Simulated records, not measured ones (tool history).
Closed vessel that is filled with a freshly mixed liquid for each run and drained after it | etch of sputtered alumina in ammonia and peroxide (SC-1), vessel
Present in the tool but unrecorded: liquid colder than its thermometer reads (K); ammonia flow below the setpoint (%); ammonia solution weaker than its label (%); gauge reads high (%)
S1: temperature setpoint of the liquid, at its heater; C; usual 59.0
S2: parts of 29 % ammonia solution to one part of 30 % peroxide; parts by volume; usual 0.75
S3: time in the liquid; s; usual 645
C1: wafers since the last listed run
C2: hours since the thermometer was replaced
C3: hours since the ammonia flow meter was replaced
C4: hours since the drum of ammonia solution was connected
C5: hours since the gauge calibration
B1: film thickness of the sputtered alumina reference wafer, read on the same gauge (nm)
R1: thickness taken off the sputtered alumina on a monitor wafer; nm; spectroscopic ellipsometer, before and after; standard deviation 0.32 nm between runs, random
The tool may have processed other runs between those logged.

| run | hour | S1 | S2 | S3 | C1 | C2 | C3 | C4 | C5 | B1 | R1 |
|---|---|---|---|---|---|---|---|---|---|---|---|
| 1 | 0.0 | 59.0 | 0.95 | 395 | 0 | 2391.6 | 416.1 | 526.4 | 1927.5 | 110.00 | 20.57 |
| 2 | 40.3 | 59.0 | 0.75 | 645 | 3498 | 2431.9 | 456.4 | 566.7 | 1967.8 | 110.02 | 32.61 |
|  | 61.0 | new drum of ammonia solution connected |
| 3 | 83.0 | 59.0 | 0.75 | 645 | 3620 | 2474.6 | 499.1 | 22.0 | 2010.5 | 110.05 | 32.66 |
| 4 | 138.2 | 59.0 | 0.75 | 645 | 4791 | 2529.8 | 554.3 | 77.2 | 2065.7 | 109.98 | 32.38 |
| 5 | 203.4 | 59.0 | 0.85 | 645 | 5660 | 2595.0 | 619.5 | 142.4 | 2130.9 | 109.98 | 32.78 |
| 6 | 243.5 | 59.0 | 0.85 | 645 | 3481 | 2635.1 | 659.6 | 182.5 | 2171.0 | 110.01 | 32.72 |
| 7 | 310.5 | 59.0 | 0.85 | 645 | 5816 | 2702.1 | 726.6 | 249.5 | 2238.0 | 110.00 | 32.32 |
| 8 | 368.7 | 59.0 | 0.75 | 645 | 5052 | 2760.3 | 784.8 | 307.7 | 2296.2 | 109.98 | 32.17 |
|  | 404.8 | gauge calibrated |
| 9 | 542.6 | 59.0 | 0.85 | 645 | 15096 | 2934.2 | 958.7 | 481.6 | 137.8 | 110.00 | 32.64 |
| 10 | 567.2 | 59.0 | 0.75 | 645 | 2135 | 2958.8 | 983.3 | 506.2 | 162.4 | 110.02 | 31.84 |
| 11 | 610.0 | 51.0 | 0.75 | 385 | 3715 | 3001.6 | 1026.1 | 549.0 | 205.2 | 110.02 | 12.43 |
| 12 | 671.0 | 59.0 | 0.75 | 645 | 5295 | 3062.6 | 1087.1 | 610.0 | 266.2 | 109.98 | 31.70 |
|  | 677.4 | new drum of ammonia solution connected |
|  | 705.8 | ammonia flow meter replaced |
| 13 | 737.6 | 52.0 | 0.95 | 410 | 5607 | 3129.2 | 31.8 | 60.2 | 332.8 | 110.01 | 14.25 |
| 14 | 787.9 | 59.0 | 0.75 | 645 | 4366 | 3179.5 | 82.1 | 110.5 | 383.1 | 109.99 | 31.25 |
| 15 | 844.4 | 68.5 | 0.75 | 505 | 4904 | 3236.0 | 138.6 | 167.0 | 439.6 | 110.03 | 39.72 |
| 16 | 912.8 | 65.5 | 1.10 | 490 | 5937 | 3304.4 | 207.0 | 235.4 | 508.0 | 109.98 | 34.16 |
|  | 919.8 | thermometer replaced |
| 17 | 956.1 | 62.5 | 1.10 | 375 | 3672 | 36.3 | 250.3 | 278.7 | 551.3 | 109.99 | 25.19 |
| 18 | 1005.4 | 67.5 | 0.65 | 645 | 4279 | 85.6 | 299.6 | 328.0 | 600.6 | 109.99 | 52.46 |
| 19 | 1065.2 | 59.0 | 0.75 | 645 | 5191 | 145.4 | 359.4 | 387.8 | 660.4 | 110.01 | 34.57 |
| 20 | 1095.7 | 55.5 | 0.75 | 535 | 2647 | 175.9 | 389.9 | 418.3 | 690.9 | 110.03 | 24.33 |
| 21 | 1125.4 | 68.0 | 0.75 | 645 | 2578 | 205.6 | 419.6 | 448.0 | 720.6 | 110.01 | 55.08 |
| 22 | 1209.6 | 66.5 | 0.50 | 820 | 7309 | 289.8 | 503.8 | 532.2 | 804.8 | 109.98 | 62.69 |
| 23 | 1248.3 | 59.0 | 0.75 | 645 | 3359 | 328.5 | 542.5 | 570.9 | 843.5 | 109.98 | 34.69 |
|  | 1318.8 | new drum of ammonia solution connected |
| 24 | 1350.5 | 59.0 | 1.00 | 480 | 8785 | 430.7 | 644.7 | 31.7 | 945.7 | 110.00 | 25.87 |
| 25 | 1392.7 | 64.0 | 0.85 | 515 | 3663 | 472.9 | 686.9 | 73.9 | 987.9 | 109.98 | 35.96 |
| 26 | 1460.4 | 59.0 | 0.75 | 645 | 5877 | 540.6 | 754.6 | 141.6 | 1055.6 | 109.98 | 34.29 |
| 27 | 1507.5 | 50.0 | 0.75 | 885 | 4088 | 587.7 | 801.7 | 188.7 | 1102.7 | 110.01 | 28.84 |
| 28 | 1555.5 | 65.0 | 0.75 | 800 | 4166 | 635.7 | 849.7 | 236.7 | 1150.7 | 110.00 | 58.00 |

Difference, measured minus no-hidden-state, one row per run. Run-to-run variation is common to both terms; the gauge's own scatter need not be:
| run | R1 |
|---|---|
| 1 | -2.06 |
| 2 | -3.33 |
| 3 | -3.40 |
| 4 | -3.44 |
| 5 | -3.55 |
| 6 | -3.61 |
| 7 | -3.66 |
| 8 | -3.72 |
| 9 | -4.02 |
| 10 | -3.95 |
| 11 | -1.67 |
| 12 | -4.07 |
| 13 | -1.97 |
| 14 | -4.18 |
| 15 | -5.06 |
| 16 | -4.53 |
| 17 | -0.60 |
| 18 | -1.33 |
| 19 | -1.00 |
| 20 | -0.75 |
| 21 | -1.60 |
| 22 | -2.04 |
| 23 | -1.24 |
| 24 | -1.04 |
| 25 | -1.45 |
| 26 | -1.53 |
| 27 | -1.42 |
| 28 | -2.66 |

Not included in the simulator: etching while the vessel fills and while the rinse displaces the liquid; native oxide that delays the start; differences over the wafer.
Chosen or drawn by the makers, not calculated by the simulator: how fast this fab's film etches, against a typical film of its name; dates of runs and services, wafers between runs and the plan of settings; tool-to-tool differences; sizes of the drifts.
